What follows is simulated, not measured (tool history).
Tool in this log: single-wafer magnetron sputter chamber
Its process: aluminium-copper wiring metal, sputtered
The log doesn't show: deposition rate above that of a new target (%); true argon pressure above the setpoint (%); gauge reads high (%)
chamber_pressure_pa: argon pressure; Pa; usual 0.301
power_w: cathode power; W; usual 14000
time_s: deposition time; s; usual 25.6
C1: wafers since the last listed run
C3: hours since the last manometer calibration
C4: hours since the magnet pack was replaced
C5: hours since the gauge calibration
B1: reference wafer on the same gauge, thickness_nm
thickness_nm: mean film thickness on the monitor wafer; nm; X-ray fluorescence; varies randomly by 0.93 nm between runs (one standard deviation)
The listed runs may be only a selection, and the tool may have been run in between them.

Run 1, hour 0: usual settings but chamber_pressure_pa 0.35 Pa; C1 0; wafers on the sputter target 5876; C3 1576; C4 7346; C5 29.4; B1 703.826. Result: thickness_nm 584.947 nm.
Run 2, hour 50.2: usual settings; C1 877; wafers on the sputter target 6753; C3 1626.2; C4 7396.2; C5 79.6; B1 703.974. Result: thickness_nm 595.669 nm.
Run 3, hour 61.6: usual settings; C1 199; wafers on the sputter target 6953; C3 1637.6; C4 7407.6; C5 91; B1 704.207. Result: thickness_nm 592.504 nm.
At hour 70.2: sputter target and shields replaced.
Run 4, hour 70.7: usual settings but power_w 16400 W, time_s 28 s; C1 19; wafers on the sputter target 9; C3 1646.7; C4 7416.7; C5 100.1; B1 703.892. Result: thickness_nm 780.408 nm.
Run 5, hour 86.7: usual settings but power_w 16400 W, time_s 28 s; C1 279; wafers on the sputter target 288; C3 1662.7; C4 7432.7; C5 116.1; B1 704.02. Result: thickness_nm 782.116 nm.
Run 6, hour 100.2: usual settings; C1 235; wafers on the sputter target 524; C3 1676.2; C4 7446.2; C5 129.6; B1 703.764. Result: thickness_nm 617.451 nm.
Run 7, hour 113.1: usual settings but chamber_pressure_pa 0.388 Pa; C1 225; wafers on the sputter target 749; C3 1689.1; C4 7459.1; C5 142.5; B1 704.005. Result: thickness_nm 589.771 nm.
At hour 124.4: gauge calibrated.
At hour 127.3: capacitance manometer re-zeroed and calibrated.
Run 8, hour 127.8: usual settings but chamber_pressure_pa 0.183 Pa; C1 117; wafers on the sputter target 866; C3 0.5; C4 7473.8; C5 3.4; B1 703.883. Result: thickness_nm 661.693 nm.
At hour 158.6: magnet pack replaced.
Run 9, hour 161.3: usual settings; C1 445; wafers on the sputter target 1312; C3 34; C4 2.7; C5 36.9; B1 704.083. Result: thickness_nm 617.182 nm.
Run 10, hour 174: usual settings but time_s 29.9 s; C1 221; wafers on the sputter target 1534; C3 46.7; C4 15.4; C5 49.6; B1 703.901. Result: thickness_nm 718.835 nm.
Run 11, hour 181.1: usual settings but chamber_pressure_pa 0.416 Pa, power_w 11750 W; C1 124; wafers on the sputter target 1658; C3 53.8; C4 22.5; C5 56.7; B1 704.134. Result: thickness_nm 492.185 nm.
Run 12, hour 189.4: usual settings but time_s 22.4 s; C1 145; wafers on the sputter target 1803; C3 62.1; C4 30.8; C5 65; B1 704.207. Result: thickness_nm 538.806 nm.
Run 13, hour 206.1: usual settings but chamber_pressure_pa 0.383 Pa; C1 291; wafers on the sputter target 2094; C3 78.8; C4 47.5; C5 81.7; B1 704.041. Result: thickness_nm 586.701 nm.
Run 14, hour 217.8: usual settings but time_s 21.2 s; C1 204; wafers on the sputter target 2299; C3 90.5; C4 59.2; C5 93.4; B1 703.879. Result: thickness_nm 508.908 nm.

What differs in the tool's unlogged condition from the final listed run ahead of each entry between runs to the first listed run following it?
Logged between run 3 and run 4: sputter target and shields replaced (hour 70.2)
  deposition rate above that of a new target (%): -4.42 -> -0.634
  the result without the hidden state subtracted from the measured one, thickness_nm: -27.385 -> -4.979 nm
Logged between run 7 and run 8: gauge calibrated (hour 124.4); capacitance manometer re-zeroed and calibrated (hour 127.3)
  deposition rate above that of a new target (%): -0.678 -> -0.714
  the result without the hidden state subtracted from the measured one, thickness_nm: -4.028 -> -4.757 nm
Logged between run 8 and run 9: magnet pack replaced (hour 158.6)
  deposition rate above that of a new target (%): -0.714 -> -0.834
  the result without the hidden state subtracted from the measured one, thickness_nm: -4.757 -> -5.188 nm
